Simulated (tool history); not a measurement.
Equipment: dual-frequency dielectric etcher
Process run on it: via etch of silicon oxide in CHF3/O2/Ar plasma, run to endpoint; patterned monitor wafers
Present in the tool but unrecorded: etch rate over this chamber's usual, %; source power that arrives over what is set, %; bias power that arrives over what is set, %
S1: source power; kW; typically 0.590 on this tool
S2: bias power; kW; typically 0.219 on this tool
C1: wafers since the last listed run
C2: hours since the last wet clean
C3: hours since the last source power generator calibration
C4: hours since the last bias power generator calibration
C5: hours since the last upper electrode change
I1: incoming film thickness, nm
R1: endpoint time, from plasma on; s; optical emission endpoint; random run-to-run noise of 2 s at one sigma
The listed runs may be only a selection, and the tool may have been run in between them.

| run | hour | S1 | S2 | C1 | C2 | C3 | C4 | C5 | I1 | R1 |
|---|---|---|---|---|---|---|---|---|---|---|
| 1 | 0.0 | 0.590 | 0.244 | 0 | 95.9 | 4481.9 | 2780.2 | 4723.6 | 669.4 | 297.0 |
| 2 | 12.3 | 0.590 | 0.244 | 50 | 108.2 | 4494.2 | 2792.5 | 4735.9 | 661.9 | 287.9 |
| 3 | 30.9 | 0.590 | 0.219 | 76 | 126.8 | 4512.8 | 2811.1 | 4754.5 | 668.2 | 299.3 |
| 4 | 47.7 | 0.590 | 0.219 | 68 | 143.6 | 4529.6 | 2827.9 | 4771.3 | 669.0 | 298.1 |
| 5 | 68.4 | 0.590 | 0.219 | 84 | 164.3 | 4550.3 | 2848.6 | 4792.0 | 669.0 | 296.7 |
| 6 | 85.2 | 0.640 | 0.219 | 68 | 181.1 | 4567.1 | 2865.4 | 4808.8 | 668.2 | 284.2 |
| 7 | 106.9 | 0.640 | 0.219 | 89 | 202.8 | 4588.8 | 2887.1 | 4830.5 | 668.1 | 284.5 |
| 8 | 137.0 | 0.640 | 0.219 | 123 | 232.9 | 4618.9 | 2917.2 | 4860.6 | 662.8 | 282.4 |
|  | 161.8 | wet clean of the chamber, repeated, since the last time left the tool worse |
| 9 | 162.3 | 0.630 | 0.219 | 5 | 0.5 | 4644.2 | 2942.5 | 4885.9 | 663.8 | 303.0 |
| 10 | 167.3 | 0.470 | 0.192 | 20 | 5.5 | 4649.2 | 2947.5 | 4890.9 | 665.8 | 359.9 |
| 11 | 190.6 | 0.470 | 0.192 | 95 | 28.8 | 4672.5 | 2970.8 | 4914.2 | 666.8 | 359.8 |
| 12 | 203.1 | 0.590 | 0.259 | 51 | 41.3 | 4685.0 | 2983.3 | 4926.7 | 666.4 | 303.6 |
| 13 | 216.2 | 0.590 | 0.259 | 53 | 54.4 | 4698.1 | 2996.4 | 4939.8 | 664.6 | 301.9 |
|  | 239.9 | source power generator calibrated |
| 14 | 246.5 | 0.450 | 0.263 | 107 | 84.7 | 6.6 | 3026.7 | 4970.1 | 668.5 | 344.0 |
| 15 | 274.4 | 0.590 | 0.219 | 114 | 112.6 | 34.5 | 3054.6 | 4998.0 | 665.1 | 309.0 |
| 16 | 310.2 | 0.590 | 0.186 | 146 | 148.4 | 70.3 | 3090.4 | 5033.8 | 671.3 | 321.1 |
| 17 | 322.8 | 0.490 | 0.167 | 51 | 161.0 | 82.9 | 3103.0 | 5046.4 | 664.6 | 354.8 |
| 18 | 345.2 | 0.590 | 0.219 | 91 | 183.4 | 105.3 | 3125.4 | 5068.8 | 667.1 | 306.2 |
| 19 | 362.0 | 0.590 | 0.259 | 68 | 200.2 | 122.1 | 3142.2 | 5085.6 | 667.2 | 301.3 |
| 20 | 389.9 | 0.590 | 0.219 | 114 | 228.1 | 150.0 | 3170.1 | 5113.5 | 658.6 | 306.8 |
| 21 | 412.9 | 0.730 | 0.194 | 94 | 251.1 | 173.0 | 3193.1 | 5136.5 | 667.1 | 287.5 |
|  | 444.0 | upper electrode replaced |
| 22 | 444.5 | 0.680 | 0.219 | 31 | 282.7 | 204.6 | 3224.7 | 0.5 | 673.3 | 289.9 |
| 23 | 469.8 | 0.740 | 0.192 | 103 | 308.0 | 229.9 | 3250.0 | 25.8 | 674.9 | 283.5 |
| 24 | 495.6 | 0.590 | 0.205 | 105 | 333.8 | 255.7 | 3275.8 | 51.6 | 661.8 | 304.9 |
| 25 | 521.1 | 0.590 | 0.219 | 104 | 359.3 | 281.2 | 3301.3 | 77.1 | 671.5 | 305.6 |
| 26 | 544.0 | 0.590 | 0.219 | 94 | 382.2 | 304.1 | 3324.2 | 100.0 | 674.5 | 309.6 |
|  | 551.7 | bias power generator calibrated |
| 27 | 575.8 | 0.590 | 0.219 | 114 | 414.0 | 335.9 | 24.1 | 131.8 | 666.9 | 303.1 |
| 28 | 592.4 | 0.480 | 0.234 | 68 | 430.6 | 352.5 | 40.7 | 148.4 | 669.0 | 331.6 |
|  | 619.2 | wet clean of the chamber |
| 29 | 638.1 | 0.550 | 0.250 | 89 | 18.9 | 398.2 | 86.4 | 194.1 | 665.2 | 319.5 |
| 30 | 665.8 | 0.530 | 0.165 | 113 | 46.6 | 425.9 | 114.1 | 221.8 | 674.4 | 350.4 |
| 31 | 696.4 | 0.650 | 0.177 | 125 | 77.2 | 456.5 | 144.7 | 252.4 | 669.5 | 310.5 |
| 32 | 795.0 | 0.640 | 0.196 | 404 | 175.8 | 555.1 | 243.3 | 351.0 | 662.8 | 298.9 |
| 33 | 819.7 | 0.650 | 0.250 | 101 | 200.5 | 579.8 | 268.0 | 375.7 | 670.3 | 286.5 |
| 34 | 842.3 | 0.530 | 0.205 | 92 | 223.1 | 602.4 | 290.6 | 398.3 | 662.3 | 328.6 |
| 35 | 865.9 | 0.500 | 0.173 | 96 | 246.7 | 626.0 | 314.2 | 421.9 | 667.3 | 352.8 |
| 36 | 884.7 | 0.710 | 0.219 | 77 | 265.5 | 644.8 | 333.0 | 440.7 | 666.8 | 282.5 |

State the hidden condition of the tool at each of the runs:
source power that arrives over what is set, %: 0, the same for each run
bias power that arrives over what is set, %: 0, the same for each run
H1: etch rate over this chamber's usual, %
| run | H1 |
|---|---|
| 1 | 5.53 |
| 2 | 5.64 |
| 3 | 5.79 |
| 4 | 5.94 |
| 5 | 6.11 |
| 6 | 6.26 |
| 7 | 6.44 |
| 8 | 6.7 |
| 9 | 0.261 |
| 10 | 0.303 |
| 11 | 0.502 |
| 12 | 0.608 |
| 13 | 0.719 |
| 14 | 0.977 |
| 15 | 1.21 |
| 16 | 1.52 |
| 17 | 1.63 |
| 18 | 1.82 |
| 19 | 1.96 |
| 20 | 2.2 |
| 21 | 2.39 |
| 22 | 2.66 |
| 23 | 2.88 |
| 24 | 3.1 |
| 25 | 3.31 |
| 26 | 3.51 |
| 27 | 3.78 |
| 28 | 3.92 |
| 29 | -0.0261 |
| 30 | 0.21 |
| 31 | 0.47 |
| 32 | 1.31 |
| 33 | 1.52 |
| 34 | 1.71 |
| 35 | 1.91 |
| 36 | 2.07 |
